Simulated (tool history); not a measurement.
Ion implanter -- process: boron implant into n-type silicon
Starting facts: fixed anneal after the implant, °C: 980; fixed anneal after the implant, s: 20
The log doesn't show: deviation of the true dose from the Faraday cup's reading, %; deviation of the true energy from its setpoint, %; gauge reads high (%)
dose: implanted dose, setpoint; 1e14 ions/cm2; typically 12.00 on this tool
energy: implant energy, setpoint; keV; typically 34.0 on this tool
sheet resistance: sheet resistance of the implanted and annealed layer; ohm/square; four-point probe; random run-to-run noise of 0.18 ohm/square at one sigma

run   hour   dose  energy  wafers since the last listed run  hours since the last dose calibration  hours since the extraction supply was calibrated  hours since the gauge calibration  read-back reference wafer on the same gauge, sheet resistance  sheet resistance
  1    0.0  12.00    34.0                                 0                                  765.6                                            4673.3                              477.9                                                         128.07            121.30
       3.0  -- gauge calibrated
  2   17.4  12.00    34.0                               592                                  783.0                                            4690.7                               14.4                                                         127.98            121.42
  3   44.6  12.00    34.0                               925                                  810.2                                            4717.9                               41.6                                                         128.02            121.10
  4   60.8  12.00    34.0                               551                                  826.4                                            4734.1                               57.8                                                         128.01            121.13
  5   93.1  12.00    34.0                              1099                                  858.7                                            4766.4                               90.1                                                         128.01            121.35
  6  127.3  12.00    34.0                              1163                                  892.9                                            4800.6                              124.3                                                         127.98            121.20
  7  143.0  12.00    34.0                               534                                  908.6                                            4816.3                              140.0                                                         127.99            121.05
  8  165.0  12.00    34.0                               748                                  930.6                                            4838.3                              162.0                                                         127.98            120.97
  9  179.8  12.00    34.0                               503                                  945.4                                            4853.1                              176.8                                                         128.00            121.36
 10  213.0  12.00    38.0                              1129                                  978.6                                            4886.3                              210.0                                                         128.03            120.24
 11  225.9  13.38    34.0                               438                                  991.5                                            4899.2                              222.9                                                         128.03            111.62
 12  243.3  13.38    34.0                               592                                 1008.9                                            4916.6                              240.3                                                         127.96            111.77
 13  258.7  12.00    40.0                               524                                 1024.3                                            4932.0                              255.7                                                         128.00            120.13
 14  274.1  12.00    34.0                               524                                 1039.7                                            4947.4                              271.1                                                         127.97            120.81
 15  337.4  12.00    34.0                              2154                                 1103.0                                            5010.7                              334.4                                                         128.02            120.60
 16  368.8  12.00    34.0                              1068                                 1134.4                                            5042.1                              365.8                                                         127.97            120.96
 17  400.2  13.18    34.0                              1068                                 1165.8                                            5073.5                              397.2                                                         128.07            112.60
 18  428.5  12.00    34.0                               963                                 1194.1                                            5101.8                              425.5                                                         127.98            120.64
 19  454.6  12.00    41.5                               888                                 1220.2                                            5127.9                              451.6                                                         127.98            119.73
 20  474.7   8.47    38.5                               683                                 1240.3                                            5148.0                              471.7                                                         128.02            157.86
     497.7  -- Faraday cup replaced and dose calibrated
 21  498.2  12.00    26.5                               527                                    0.5                                            5171.5                              495.2                                                         128.00            125.38
 22  523.1  12.00    28.5                               847                                   25.4                                            5196.4                              520.1                                                         128.03            124.22
     551.0  -- extraction supply calibrated
 23  555.3  12.00    24.0                               823                                   57.6                                               4.3                              552.3                                                         128.01            126.40
     580.7  -- gauge calibrated
 24  619.1  12.00    34.0                              2171                                  121.4                                              68.1                               38.4                                                         128.02            123.17
 25  636.5   9.24    23.0                               592                                  138.8                                              85.5                               55.8                                                         127.99            154.22
 26  656.2  10.67    34.0                               670                                  158.5                                             105.2                               75.5                                                         128.00            134.24
 27  689.2  12.00    34.0                              1122                                  191.5                                             138.2                              108.5                                                         128.00            122.80
 28  717.2  13.22    34.0                               952                                  219.5                                             166.2                              136.5                                                         128.05            114.33
 29  744.7  12.00    34.0                               935                                  247.0                                             193.7                              164.0                                                         127.98            122.46
 30  757.6  10.29    34.0                               438                                  259.9                                             206.6                              176.9                                                         128.00            137.88
 31  793.4  15.54    34.0                              1218                                  295.7                                             242.4                              212.7                                                         127.99            101.68
 32  831.9  12.00    34.0                              1310                                  334.2                                             280.9                              251.2                                                         127.97            122.02
 33  859.0  10.63    22.5                               922                                  361.3                                             308.0                              278.3                                                         127.94            138.02
 34  877.9   9.14    27.5                               643                                  380.2                                             326.9                              297.2                                                         128.03            152.87
 35  891.4  12.00    34.0                               459                                  393.7                                             340.4                              310.7                                                         127.98            122.07
 36  912.1  12.00    34.0                               704                                  414.4                                             361.1                              331.4                                                         128.00            122.04
 37  937.5   8.97    34.0                               864                                  439.8                                             386.5                              356.8                                                         128.00            153.60

Hidden condition of the tool, last listed run before each entry between runs versus first listed run after:
Between runs 1 and 2: gauge calibrated (hour 3.0)
  deviation of the true dose from the Faraday cup's reading, %: 1.53 -> 1.58
  the result without the hidden state subtracted from the measured one, sheet resistance: -1.40 -> -1.44 ohm/square
Between runs 20 and 21: Faraday cup replaced and dose calibrated (hour 497.7)
  deviation of the true dose from the Faraday cup's reading, %: 2.65 -> -0.288
  the result without the hidden state subtracted from the measured one, sheet resistance: -3.38 -> +0.27 ohm/square
Between runs 22 and 23: extraction supply calibrated (hour 551.0)
  deviation of the true dose from the Faraday cup's reading, %: -0.23 -> -0.154
  the result without the hidden state subtracted from the measured one, sheet resistance: +0.21 -> +0.14 ohm/square
Between runs 23 and 24: gauge calibrated (hour 580.7)
  deviation of the true dose from the Faraday cup's reading, %: -0.154 -> -0.00403
  the result without the hidden state subtracted from the measured one, sheet resistance: +0.14 -> +0.00 ohm/square

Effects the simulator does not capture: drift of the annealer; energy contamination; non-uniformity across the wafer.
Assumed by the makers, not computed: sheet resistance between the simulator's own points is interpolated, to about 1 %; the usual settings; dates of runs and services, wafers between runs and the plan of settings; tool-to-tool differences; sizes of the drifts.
